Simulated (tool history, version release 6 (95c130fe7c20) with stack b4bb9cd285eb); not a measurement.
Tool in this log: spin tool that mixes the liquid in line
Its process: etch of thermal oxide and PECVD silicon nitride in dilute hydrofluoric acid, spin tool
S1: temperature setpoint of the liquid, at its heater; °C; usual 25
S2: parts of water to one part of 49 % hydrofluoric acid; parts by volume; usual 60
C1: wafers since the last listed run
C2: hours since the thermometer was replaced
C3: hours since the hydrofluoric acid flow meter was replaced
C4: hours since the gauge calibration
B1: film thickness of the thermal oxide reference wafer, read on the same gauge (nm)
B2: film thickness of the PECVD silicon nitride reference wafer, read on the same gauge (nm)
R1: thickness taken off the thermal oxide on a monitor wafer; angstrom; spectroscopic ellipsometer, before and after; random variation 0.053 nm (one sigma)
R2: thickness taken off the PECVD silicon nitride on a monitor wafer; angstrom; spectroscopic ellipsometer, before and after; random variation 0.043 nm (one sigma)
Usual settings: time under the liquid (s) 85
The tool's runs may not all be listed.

Run 1, hour 0: usual settings; C1 0; C2 194.6; C3 2018.9; C4 130.2; B1 110.01; B2 119.994. Result: R1 62.3 angstrom, R2 25.89 angstrom.
Run 2, hour 40.2: usual settings; C1 330; C2 234.8; C3 2059.1; C4 170.4; B1 110.02; B2 120.001. Result: R1 62.3 angstrom, R2 26.36 angstrom.
Run 3, hour 109: usual settings; C1 565; C2 303.6; C3 2127.9; C4 239.2; B1 109.96; B2 120.013. Result: R1 61.8 angstrom, R2 26.08 angstrom.
Run 4, hour 300.5: usual settings but S1 22 °C, S2 80 parts by volume, time under the liquid (s) 60; C1 1575; C2 495.1; C3 2319.4; C4 430.7; B1 109.99; B2 119.996. Result: R1 28.3 angstrom, R2 11.35 angstrom.
At hour 309.2: hydrofluoric acid flow meter replaced.
Run 5, hour 358.8: usual settings but S2 30 parts by volume, time under the liquid (s) 55; C1 471; C2 553.4; C3 49.6; C4 489; B1 110.03; B2 119.988. Result: R1 78.5 angstrom, R2 30.98 angstrom.
Run 6, hour 385.5: usual settings but S1 20 °C, time under the liquid (s) 120; C1 219; C2 580.1; C3 76.3; C4 515.7; B1 110.01; B2 120.007. Result: R1 67.9 angstrom, R2 24.78 angstrom.
Run 7, hour 456.1: usual settings but S2 85 parts by volume, time under the liquid (s) 65; C1 580; C2 650.7; C3 146.9; C4 586.3; B1 110.01; B2 120.004. Result: R1 30.6 angstrom, R2 13.14 angstrom.
Run 8, hour 498.6: usual settings; C1 349; C2 693.2; C3 189.4; C4 628.8; B1 109.99; B2 119.997. Result: R1 57.7 angstrom, R2 24.75 angstrom.
Run 9, hour 543.7: usual settings; C1 370; C2 738.3; C3 234.5; C4 673.9; B1 109.99; B2 120.008. Result: R1 58.3 angstrom, R2 24.79 angstrom.
Run 10, hour 591.2: usual settings but S1 29.5 °C; C1 390; C2 785.8; C3 282; C4 721.4; B1 110.02; B2 120.007. Result: R1 68.6 angstrom, R2 31.86 angstrom.
Run 11, hour 645.4: usual settings but S1 20.5 °C, time under the liquid (s) 110; C1 445; C2 840; C3 336.2; C4 775.6; B1 109.96; B2 120.011. Result: R1 62.1 angstrom, R2 23.42 angstrom.
At hour 672.6: hydrofluoric acid flow meter replaced, repeated, since the last time left the tool worse.
Run 12, hour 691.7: usual settings but time under the liquid (s) 70; C1 372; C2 886.3; C3 19.1; C4 821.9; B1 109.96; B2 119.995. Result: R1 54.5 angstrom, R2 23.08 angstrom.
Run 13, hour 731.2: usual settings but S1 21.5 °C, S2 85 parts by volume, time under the liquid (s) 50; C1 324; C2 925.8; C3 58.6; C4 861.4; B1 109.99; B2 119.997. Result: R1 22.9 angstrom, R2 8.85 angstrom.
Run 14, hour 782.6: usual settings but S1 21 °C, S2 45 parts by volume; C1 422; C2 977.2; C3 110; C4 912.8; B1 109.98; B2 119.986. Result: R1 75.9 angstrom, R2 28.64 angstrom.
Run 15, hour 841.3: usual settings; C1 482; C2 1035.9; C3 168.7; C4 971.5; B1 109.99; B2 120.02. Result: R1 66.1 angstrom, R2 27.78 angstrom.
Run 16, hour 936.2: usual settings but S1 27 °C; C1 780; C2 1130.8; C3 263.6; C4 1066.4; B1 110.01; B2 120.012. Result: R1 72 angstrom, R2 30.79 angstrom.
Run 17, hour 999.6: usual settings; C1 521; C2 1194.2; C3 327; C4 1129.8; B1 110; B2 120.008. Result: R1 65.9 angstrom, R2 26.93 angstrom.
Run 18, hour 1049.6: usual settings; C1 411; C2 1244.2; C3 377; C4 1179.8; B1 109.99; B2 119.998. Result: R1 65.2 angstrom, R2 26.89 angstrom.
Run 19, hour 1088.3: usual settings but time under the liquid (s) 70; C1 318; C2 1282.9; C3 415.7; C4 1218.5; B1 109.97; B2 119.978. Result: R1 54.2 angstrom, R2 22.42 angstrom.
Run 20, hour 1155.1: usual settings but S1 29 °C, S2 85 parts by volume; C1 549; C2 1349.7; C3 482.5; C4 1285.3; B1 110.02; B2 119.993. Result: R1 52 angstrom, R2 25.23 angstrom.
Run 21, hour 1197.4: usual settings but S2 80 parts by volume, time under the liquid (s) 70; C1 347; C2 1392; C3 524.8; C4 1327.6; B1 110; B2 120.007. Result: R1 39.1 angstrom, R2 16.75 angstrom.
Run 22, hour 1221.4: usual settings; C1 197; C2 1416; C3 548.8; C4 1351.6; B1 110.04; B2 119.999. Result: R1 64.8 angstrom, R2 27.28 angstrom.
Run 23, hour 1256.2: usual settings but S1 21 °C, S2 35 parts by volume, time under the liquid (s) 125; C1 286; C2 1450.8; C3 583.6; C4 1386.4; B1 109.98; B2 119.991. Result: R1 144.5 angstrom, R2 53.04 angstrom.

Forecast run 24:
At hour 1284.1: thermometer replaced.
Run 24, hour 1296.2: usual settings but S1 22.5 °C, S2 80 parts by volume; C1 320; C2 12.1; C3 623.6; C4 1426.4; B1 ?; B2 ?. Result: R1 ?, R2 ?.

Run 24 yielded B1 110, B2 120.013, R1 42.7 angstrom, R2 17.14 angstrom.
Were there no unlogged condition in the tool, this run, its random variation unchanged, would have produced R1 44.4 angstrom, R2 17.72 angstrom.
